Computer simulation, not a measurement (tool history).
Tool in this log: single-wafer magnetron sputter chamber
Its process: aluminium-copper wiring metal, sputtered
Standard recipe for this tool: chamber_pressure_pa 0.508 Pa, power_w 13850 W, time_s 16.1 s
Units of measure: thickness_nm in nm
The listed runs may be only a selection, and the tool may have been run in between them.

run    hour  chamber_pressure_pa  power_w  time_s  read-back reference wafer on the same gauge, thickness_nm  thickness_nm
  1       0                0.508    13850    16.1                                                    410.867       349.455
        4.8  -- sputter target and shields replaced
  2    95.6                0.508    13850    16.1                                                    410.946       365.513
  3   143.4                0.508    13850    16.1                                                    409.828       363.206
  4   200.8                0.508    13850    16.1                                                    412.008       358.846
  5   240.8                0.508    13850    16.1                                                    411.095       357.272
  6   306.9                0.508    13850    16.1                                                    411.148       356.542
  7     360                0.508    13850    16.1                                                    410.421       355.396
      441.7  -- sputter target and shields replaced
  8   467.7                0.552    13850    16.1                                                    410.608       356.204
  9   541.9                0.552    13850    16.1                                                    411.178       347.237
 10     582                0.508    13850    16.1                                                    411.184        357.17
 11   687.9                0.508    13850    16.1                                                    411.939       353.964
 12   755.7                0.508    13850    16.1                                                    410.737       349.218
      784.8  -- capacitance manometer re-zeroed and calibrated
 13   812.3                0.508    13850    16.1                                                    410.737        367.72
 14   880.6                0.508    14550    16.1                                                    410.647       375.148
      898.8  -- sputter target and shields replaced
 15   982.5                0.508    14550    16.1                                                    411.696       392.612
 16  1021.6                0.508    13850    16.1                                                    411.067       377.712
 17  1058.6                0.642    16700    16.1                                                    409.949       368.332
 18  1154.9                0.703    12200    14.9                                                    410.321       269.264
 19    1232                0.508    13850    16.1                                                    411.365       364.908
     1279.6  -- magnet pack replaced
 20  1288.3                0.508    13850    16.1                                                    411.141        361.21
 21  1336.4                0.508    13850    16.1                                                    410.838       358.264
     1388.6  -- sputter target and shields replaced
     1399.7  -- gauge calibrated
 22  1441.3                0.337    13850    16.1                                                    410.809       439.136
 23  1503.1                0.508    13850    16.1                                                    410.843       366.386
 24  1605.5                0.508    14800    16.1                                                    411.279       373.204
 25  1681.4                0.389    16200      15                                                    410.263       403.137
 26  1745.7                0.642    16900    16.1                                                    411.105       349.265
     1804.7  -- sputter target and shields replaced
 27  1827.3                0.508    10850    13.1                                                    410.607       272.258
 28  1901.9                0.338    15450    19.1                                                    410.785       549.943
 29  1995.9                0.508    16750    16.1                                                    410.249       396.376
 30  2073.2                0.508    13850    17.2                                                    411.989       379.138
 31  2141.9                0.615    13850    16.1                                                    410.584       321.018
     2232.2  -- sputter target and shields replaced
 32  2235.2                0.565    15250    18.6                                                    410.955        428.12

Consider 5 possible next runs. They are alternatives, not a sequence: every one starts from the tool as it was left by run 32. What does each give?
  A  2235.6                0.508    13850    16.1                                                          ?             ?
  B  2235.6                0.413    15450    14.5                                                          ?             ?
  C  2235.6                0.508    16900    16.1                                                          ?             ?
  D  2235.6                0.559    17150    16.1                                                          ?             ?
  E  2235.6                0.607    13850    16.1                                                          ?             ?

run  read-back reference wafer on the same gauge, thickness_nm  thickness_nm
  A                                                    410.781       375.201
  B                                                    410.781       393.471
  C                                                    410.781       417.952
  D                                                    410.781        401.27
  E                                                    410.781        341.42
Without the tool's unlogged condition, the same runs would have read:
run  thickness_nm
  A        403.68
  B       416.677
  C       449.677
  D       435.208
  E       372.991

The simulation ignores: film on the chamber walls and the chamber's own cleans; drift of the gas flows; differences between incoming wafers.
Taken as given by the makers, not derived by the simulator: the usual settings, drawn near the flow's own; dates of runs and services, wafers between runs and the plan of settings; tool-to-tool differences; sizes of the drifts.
